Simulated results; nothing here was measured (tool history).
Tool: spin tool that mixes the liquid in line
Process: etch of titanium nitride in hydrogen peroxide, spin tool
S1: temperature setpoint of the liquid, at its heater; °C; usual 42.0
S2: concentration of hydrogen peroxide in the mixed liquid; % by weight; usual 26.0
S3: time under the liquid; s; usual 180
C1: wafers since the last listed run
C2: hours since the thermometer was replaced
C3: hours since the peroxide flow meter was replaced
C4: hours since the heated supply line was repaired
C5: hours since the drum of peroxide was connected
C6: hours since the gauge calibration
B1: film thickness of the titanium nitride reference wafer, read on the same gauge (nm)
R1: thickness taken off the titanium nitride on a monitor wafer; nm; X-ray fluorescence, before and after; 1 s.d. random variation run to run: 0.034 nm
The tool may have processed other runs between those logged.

| run | hour | S1 | S2 | S3 | C1 | C2 | C3 | C4 | C5 | C6 | B1 | R1 |
|---|---|---|---|---|---|---|---|---|---|---|---|---|
| 1 | 0.0 | 42.0 | 26.0 | 180 | 0 | 2268.9 | 410.8 | 2387.0 | 595.4 | 607.5 | 79.987 | 3.169 |
| 2 | 30.1 | 42.0 | 26.0 | 180 | 152 | 2299.0 | 440.9 | 2417.1 | 625.5 | 637.6 | 80.011 | 3.203 |
|  | 75.4 | peroxide flow meter replaced |
| 3 | 90.2 | 42.0 | 26.0 | 180 | 300 | 2359.1 | 14.8 | 2477.2 | 685.6 | 697.7 | 79.997 | 3.205 |
| 4 | 122.2 | 35.5 | 26.0 | 105 | 162 | 2391.1 | 46.8 | 2509.2 | 717.6 | 729.7 | 79.997 | 1.101 |
| 5 | 154.5 | 35.5 | 26.0 | 105 | 164 | 2423.4 | 79.1 | 2541.5 | 749.9 | 762.0 | 79.992 | 1.099 |
| 6 | 201.4 | 42.0 | 26.0 | 265 | 238 | 2470.3 | 126.0 | 2588.4 | 796.8 | 808.9 | 79.987 | 4.638 |
| 7 | 243.1 | 42.0 | 26.0 | 265 | 211 | 2512.0 | 167.7 | 2630.1 | 838.5 | 850.6 | 79.993 | 4.557 |
| 8 | 267.8 | 42.0 | 26.0 | 265 | 125 | 2536.7 | 192.4 | 2654.8 | 863.2 | 875.3 | 80.010 | 4.555 |
| 9 | 294.2 | 42.0 | 21.0 | 180 | 134 | 2563.1 | 218.8 | 2681.2 | 889.6 | 901.7 | 80.002 | 2.960 |
|  | 303.2 | new drum of peroxide connected |
|  | 324.8 | gauge calibrated |
|  | 349.9 | thermometer replaced |
| 10 | 356.4 | 42.0 | 26.0 | 180 | 305 | 6.5 | 281.0 | 2743.4 | 53.2 | 31.6 | 80.005 | 3.512 |
| 11 | 396.4 | 42.0 | 26.0 | 245 | 203 | 46.5 | 321.0 | 2783.4 | 93.2 | 71.6 | 80.015 | 4.801 |
| 12 | 439.3 | 42.0 | 26.0 | 180 | 217 | 89.4 | 363.9 | 2826.3 | 136.1 | 114.5 | 79.998 | 3.453 |
| 13 | 482.9 | 36.0 | 26.0 | 180 | 221 | 133.0 | 407.5 | 2869.9 | 179.7 | 158.1 | 80.002 | 2.153 |
| 14 | 510.0 | 42.0 | 26.0 | 255 | 137 | 160.1 | 434.6 | 2897.0 | 206.8 | 185.2 | 80.008 | 4.934 |
|  | 514.8 | heated supply line repaired |
|  | 559.7 | peroxide flow meter replaced |
| 15 | 578.5 | 42.0 | 26.0 | 150 | 337 | 228.6 | 18.8 | 63.7 | 275.3 | 253.7 | 79.993 | 3.410 |
| 16 | 614.8 | 42.0 | 26.0 | 90 | 184 | 264.9 | 55.1 | 100.0 | 311.6 | 290.0 | 80.003 | 2.052 |
| 17 | 685.4 | 48.0 | 26.0 | 180 | 358 | 335.5 | 125.7 | 170.6 | 382.2 | 360.6 | 79.992 | 6.278 |
| 18 | 730.6 | 36.5 | 26.0 | 180 | 229 | 380.7 | 170.9 | 215.8 | 427.4 | 405.8 | 79.997 | 2.666 |
| 19 | 769.0 | 42.0 | 26.0 | 180 | 195 | 419.1 | 209.3 | 254.2 | 465.8 | 444.2 | 79.983 | 4.049 |
| 20 | 794.7 | 42.0 | 30.0 | 180 | 130 | 444.8 | 235.0 | 279.9 | 491.5 | 469.9 | 80.006 | 4.156 |
| 21 | 856.5 | 36.0 | 30.0 | 285 | 313 | 506.6 | 296.8 | 341.7 | 553.3 | 531.7 | 79.993 | 4.083 |
| 22 | 892.4 | 42.0 | 18.5 | 180 | 182 | 542.5 | 332.7 | 377.6 | 589.2 | 567.6 | 79.992 | 3.692 |
| 23 | 952.3 | 33.5 | 22.0 | 180 | 304 | 602.4 | 392.6 | 437.5 | 649.1 | 627.5 | 80.011 | 1.957 |
| 24 | 989.0 | 42.0 | 26.0 | 180 | 186 | 639.1 | 429.3 | 474.2 | 685.8 | 664.2 | 80.005 | 3.989 |

Below are 5 alternative next runs, each starting from the tool's condition after run 24. Predict each:
| A | 989.5 | 42.0 | 26.0 | 85 | 2 | 639.6 | 429.8 | 474.7 | 686.3 | 664.7 | ? | ? |
| B | 989.5 | 50.0 | 18.5 | 145 | 2 | 639.6 | 429.8 | 474.7 | 686.3 | 664.7 | ? | ? |
| C | 989.5 | 37.5 | 21.5 | 75 | 2 | 639.6 | 429.8 | 474.7 | 686.3 | 664.7 | ? | ? |
| D | 989.5 | 42.0 | 23.0 | 275 | 2 | 639.6 | 429.8 | 474.7 | 686.3 | 664.7 | ? | ? |
| E | 989.5 | 47.5 | 30.0 | 180 | 2 | 639.6 | 429.8 | 474.7 | 686.3 | 664.7 | ? | ? |

| run | B1 | R1 |
|---|---|---|
| A | 80.005 | 1.863 |
| B | 80.005 | 5.363 |
| C | 80.005 | 1.112 |
| D | 80.005 | 5.867 |
| E | 80.005 | 6.156 |
The same runs, with their run-to-run variation unchanged, on a tool lacking any hidden condition would have given:
| run | R1 |
|---|---|
| A | 2.040 |
| B | 5.847 |
| C | 1.221 |
| D | 6.425 |
| E | 6.720 |
